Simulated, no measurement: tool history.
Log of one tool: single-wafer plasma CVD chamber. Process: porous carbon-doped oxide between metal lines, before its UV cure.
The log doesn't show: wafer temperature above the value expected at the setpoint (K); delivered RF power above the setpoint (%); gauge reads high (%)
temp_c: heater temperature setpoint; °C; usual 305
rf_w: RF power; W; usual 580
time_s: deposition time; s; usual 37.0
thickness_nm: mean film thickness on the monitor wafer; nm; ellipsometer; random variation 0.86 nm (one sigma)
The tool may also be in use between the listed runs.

run,hour,temp_c,rf_w,time_s,wafers since the last listed run,hours since the last thermocouple change,hours since the last RF generator calibration,hours since the showerhead was replaced,hours since the gauge calibration,"read-back reference wafer on the same gauge, thickness_nm",thickness_nm
1,0.0,305,580,37.0,0,1858.3,1818.2,4204.8,541.0,242.795,229.077
2,31.8,305,580,37.0,505,1890.1,1850.0,4236.6,572.8,243.182,228.547
3,96.1,305,580,37.0,1021,1954.4,1914.3,4300.9,637.1,243.134,226.819
4,149.5,305,580,37.0,848,2007.8,1967.7,4354.3,690.5,242.748,227.789
5,204.3,305,580,37.0,870,2062.6,2022.5,4409.1,745.3,242.855,228.071
6,267.7,305,580,37.0,1006,2126.0,2085.9,4472.5,808.7,242.987,226.799
7,322.4,305,580,37.0,868,2180.7,2140.6,4527.2,863.4,242.684,228.463
8,357.5,305,580,37.0,557,2215.8,2175.7,4562.3,898.5,242.945,228.292
# hour 395.0: RF generator calibrated
9,410.8,305,580,37.0,719,2269.1,15.8,4615.6,951.8,243.014,227.367
10,448.6,314,580,37.0,600,2306.9,53.6,4653.4,989.6,243.145,219.442
11,513.9,314,580,37.0,1037,2372.2,118.9,4718.7,1054.9,242.832,217.666
12,552.6,305,580,37.0,614,2410.9,157.6,4757.4,1093.6,242.768,227.098
# hour 593.4: thermocouple changed; heater temperature recalibrated
13,596.2,297,550,34.8,565,2.8,201.2,4801.0,1137.2,243.058,222.694
# hour 613.9: showerhead replaced
14,629.7,299,535,33.5,404,36.3,234.7,15.8,1170.7,242.443,209.926
# hour 670.1: gauge calibrated
15,684.6,305,690,29.8,871,91.2,289.6,70.7,14.5,242.990,205.179
16,712.1,294,580,41.1,436,118.7,317.1,98.2,42.0,243.378,273.069
17,776.0,305,580,37.0,1014,182.6,381.0,162.1,105.9,243.397,232.433
18,833.5,305,660,37.0,913,240.1,438.5,219.6,163.4,243.208,245.997
19,888.0,301,580,37.0,865,294.6,493.0,274.1,217.9,242.946,236.267
20,937.6,314,580,37.0,787,344.2,542.6,323.7,267.5,243.483,222.827
21,996.1,297,580,37.0,929,402.7,601.1,382.2,326.0,242.837,241.530
22,1059.5,305,550,39.6,1006,466.1,664.5,445.6,389.4,242.958,240.948
23,1087.7,316,685,40.3,447,494.3,692.7,473.8,417.6,243.294,260.759
24,1129.2,295,680,44.0,659,535.8,734.2,515.3,459.1,243.170,312.444

5 ways to go on from here, each from the tool as it stands after run 24. What would each give?
A,1129.6,305,680,37.0,6,536.2,734.6,515.7,459.5,?,?
B,1129.6,319,640,33.9,6,536.2,734.6,515.7,459.5,?,?
C,1129.6,305,580,40.5,6,536.2,734.6,515.7,459.5,?,?
D,1129.6,290,640,32.3,6,536.2,734.6,515.7,459.5,?,?
E,1129.6,300,580,37.0,6,536.2,734.6,515.7,459.5,?,?

run,"read-back reference wafer on the same gauge, thickness_nm",thickness_nm
A,242.800,249.736
B,242.800,208.713
C,242.800,253.055
D,242.800,229.262
E,242.800,237.454
Without the tool's hidden state the same runs would have given:
run,thickness_nm
A,250.685
B,209.453
C,254.017
D,230.196
E,238.370

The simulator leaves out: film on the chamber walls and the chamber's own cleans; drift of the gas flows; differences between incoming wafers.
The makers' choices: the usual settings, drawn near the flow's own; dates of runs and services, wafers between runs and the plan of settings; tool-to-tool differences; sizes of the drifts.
